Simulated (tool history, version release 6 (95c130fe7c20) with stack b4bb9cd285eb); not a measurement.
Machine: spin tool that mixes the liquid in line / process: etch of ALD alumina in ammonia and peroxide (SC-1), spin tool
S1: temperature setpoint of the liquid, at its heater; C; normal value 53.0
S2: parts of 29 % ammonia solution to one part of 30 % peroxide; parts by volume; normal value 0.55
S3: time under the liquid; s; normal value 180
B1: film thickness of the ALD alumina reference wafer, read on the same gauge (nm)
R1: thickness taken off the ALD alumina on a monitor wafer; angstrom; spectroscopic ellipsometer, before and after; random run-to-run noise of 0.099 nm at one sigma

run   hour    S1    S2   S3      B1     R1
  1    0.0  53.0  0.55  180  100.02  104.9
  2   49.9  53.0  0.55  180   99.98  106.5
  3   56.1  53.0  0.55  180   99.99  106.3
  4   67.2  53.0  0.55  180   99.99  106.7
  5   77.7  53.0  0.55  180   99.99  107.6
      84.8  -- thermometer replaced
  6   91.9  53.0  0.55  180  100.00  106.7
      93.0  -- gauge calibrated
  7   99.5  53.0  0.55  180   99.98  107.5
  8  108.5  53.0  0.55  180  100.00  105.1
     121.1  -- new drum of ammonia solution connected
  9  126.1  53.0  0.55  180  100.00  105.2
 10  136.2  53.0  0.55  180  100.02  105.2
     143.0  -- ammonia flow meter replaced
 11  144.5  47.5  0.55  180  100.01   78.9
 12  156.7  63.0  0.75  265  100.01  266.9
 13  165.2  47.0  0.30  140  100.01   55.5
     183.9  -- heated supply line repaired
 14  217.3  48.5  0.55  285   99.99  131.4
     230.0  -- gauge calibrated
 15  232.3  47.0  0.35  180   99.99   72.5
 16  249.7  53.0  0.65  150   99.98   90.6
 17  260.5  63.0  0.35  245  100.01  236.4

State the hidden condition of the tool at each of the runs:
liquid colder than its thermometer reads (K): 0 in every run
ammonia flow above the setpoint (%): 0 in every run
temperature lost on the way to the wafer (K): 0 in every run
ammonia solution weaker than its label (%): 0 in every run
gauge reads high (%): 0 in every run

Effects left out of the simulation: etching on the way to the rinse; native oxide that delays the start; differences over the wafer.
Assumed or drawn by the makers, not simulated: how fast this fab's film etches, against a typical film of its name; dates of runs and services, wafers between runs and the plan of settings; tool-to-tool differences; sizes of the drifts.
